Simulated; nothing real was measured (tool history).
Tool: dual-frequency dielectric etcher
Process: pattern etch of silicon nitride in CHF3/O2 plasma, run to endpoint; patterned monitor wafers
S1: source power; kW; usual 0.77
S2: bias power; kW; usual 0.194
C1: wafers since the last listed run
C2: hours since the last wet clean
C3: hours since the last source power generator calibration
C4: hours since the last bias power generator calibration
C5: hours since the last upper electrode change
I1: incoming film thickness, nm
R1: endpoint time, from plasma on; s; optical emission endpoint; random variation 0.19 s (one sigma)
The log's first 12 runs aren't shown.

Run 13, day 17.05: usual settings but S1 0.94 kW, S2 0.167 kW; C1 1222; C2 413.7; C3 3941.8; C4 4100; C5 4577.3; I1 107.1. Result: R1 62.8 s.
Run 14, day 17.612: usual settings; C1 167; C2 427.2; C3 3955.3; C4 4113.5; C5 4590.8; I1 106.5. Result: R1 63.3 s.
At day 18.917: wet clean of the chamber.
Run 15, day 18.938: usual settings but S1 0.59 kW, S2 0.161 kW; C1 96; C2 0.5; C3 3987.1; C4 4145.3; C5 4622.6; I1 107.1. Result: R1 82.8 s.
Run 16, day 19.771: usual settings; C1 248; C2 20.5; C3 4007.1; C4 4165.3; C5 4642.6; I1 106. Result: R1 64.8 s.
Run 17, day 20.688: usual settings but S1 0.84 kW, S2 0.18 kW; C1 272; C2 42.5; C3 4029.1; C4 4187.3; C5 4664.6; I1 107.1. Result: R1 65 s.
At day 22.8: upper electrode replaced.
Run 18, day 22.821: usual settings; C1 337; C2 93.7; C3 4080.3; C4 4238.5; C5 0.5; I1 106.8. Result: R1 64.5 s.
Run 19, day 22.838: usual settings but S1 0.85 kW; C1 4; C2 94.1; C3 4080.7; C4 4238.9; C5 0.9; I1 106.7. Result: R1 61.7 s.
Run 20, day 23.792: usual settings but S1 0.83 kW, S2 0.215 kW; C1 284; C2 117; C3 4103.6; C4 4261.8; C5 23.8; I1 106.7. Result: R1 59.3 s.
Run 21, day 24.883: usual settings but S2 0.234 kW; C1 325; C2 143.2; C3 4129.8; C4 4288; C5 50; I1 106.2. Result: R1 58.4 s.
At day 25.533: bias power generator calibrated.
Run 22, day 26.162: usual settings; C1 331; C2 173.9; C3 4160.5; C4 15.1; C5 80.7; I1 106.1. Result: R1 64.2 s.
Run 23, day 27.45: usual settings but S1 0.68 kW; C1 383; C2 204.8; C3 4191.4; C4 46; C5 111.6; I1 106.7. Result: R1 68.3 s.
At day 27.854: source power generator calibrated.
Run 24, day 28.788: usual settings but S1 0.88 kW; C1 348; C2 236.9; C3 22.4; C4 78.1; C5 143.7; I1 105.6. Result: R1 59.4 s.
Run 25, day 29.912: usual settings but S1 0.67 kW; C1 334; C2 263.9; C3 49.4; C4 105.1; C5 170.7; I1 105.7. Result: R1 68.2 s.
Run 26, day 30.671: usual settings but S1 0.89 kW, S2 0.171 kW; C1 225; C2 282.1; C3 67.6; C4 123.3; C5 188.9; I1 105.9. Result: R1 63.7 s.
Run 27, day 31.879: usual settings but S1 0.66 kW, S2 0.175 kW; C1 359; C2 311.1; C3 96.6; C4 152.3; C5 217.9; I1 106.7. Result: R1 73.1 s.
Run 28, day 32.5: usual settings but S1 0.84 kW, S2 0.164 kW; C1 184; C2 326; C3 111.5; C4 167.2; C5 232.8; I1 106.7. Result: R1 67 s.
Run 29, day 33.938: usual settings but S2 0.237 kW; C1 428; C2 360.5; C3 146; C4 201.7; C5 267.3; I1 106.3. Result: R1 57.5 s.
Run 30, day 35.308: usual settings but S2 0.166 kW; C1 408; C2 393.4; C3 178.9; C4 234.6; C5 300.2; I1 104. Result: R1 67.2 s.
Run 31, day 35.854: usual settings but S1 0.93 kW, S2 0.208 kW; C1 162; C2 406.5; C3 192; C4 247.7; C5 313.3; I1 106.3. Result: R1 56 s.
Run 32, day 36.733: usual settings; C1 261; C2 427.6; C3 213.1; C4 268.8; C5 334.4; I1 106.3. Result: R1 63.6 s.
Run 33, day 41.221: usual settings; C1 1336; C2 535.3; C3 320.8; C4 376.5; C5 442.1; I1 106. Result: R1 62.9 s.
Run 34, day 41.829: usual settings but S1 0.84 kW, S2 0.233 kW; C1 181; C2 549.9; C3 335.4; C4 391.1; C5 456.7; I1 106.9. Result: R1 55.4 s.
At day 42.867: wet clean of the chamber.
Run 35, day 42.983: usual settings; C1 45; C2 2.8; C3 363.1; C4 418.8; C5 484.4; I1 106.7. Result: R1 64.9 s.
Run 36, day 44.179: usual settings but S1 0.9 kW; C1 356; C2 31.5; C3 391.8; C4 447.5; C5 513.1; I1 106.5. Result: R1 59.9 s.

Forecast each of these 3 alternatives for the next run:
Run A, day 44.196: usual settings; C1 4; C2 31.9; C3 392.2; C4 447.9; C5 513.5; I1 106.8. Result: R1 ?.
Run B, day 44.196: usual settings but S1 0.64 kW, S2 0.164 kW; C1 4; C2 31.9; C3 392.2; C4 447.9; C5 513.5; I1 106.8. Result: R1 ?.
Run C, day 44.196: usual settings but S1 0.71 kW, S2 0.223 kW; C1 4; C2 31.9; C3 392.2; C4 447.9; C5 513.5; I1 106.8. Result: R1 ?.

run    R1
  A    65
  B  78.2
  C    63
Without the tool's hidden state the same runs would have given:
run    R1
  A  65.3
  B  78.6
  C  63.3
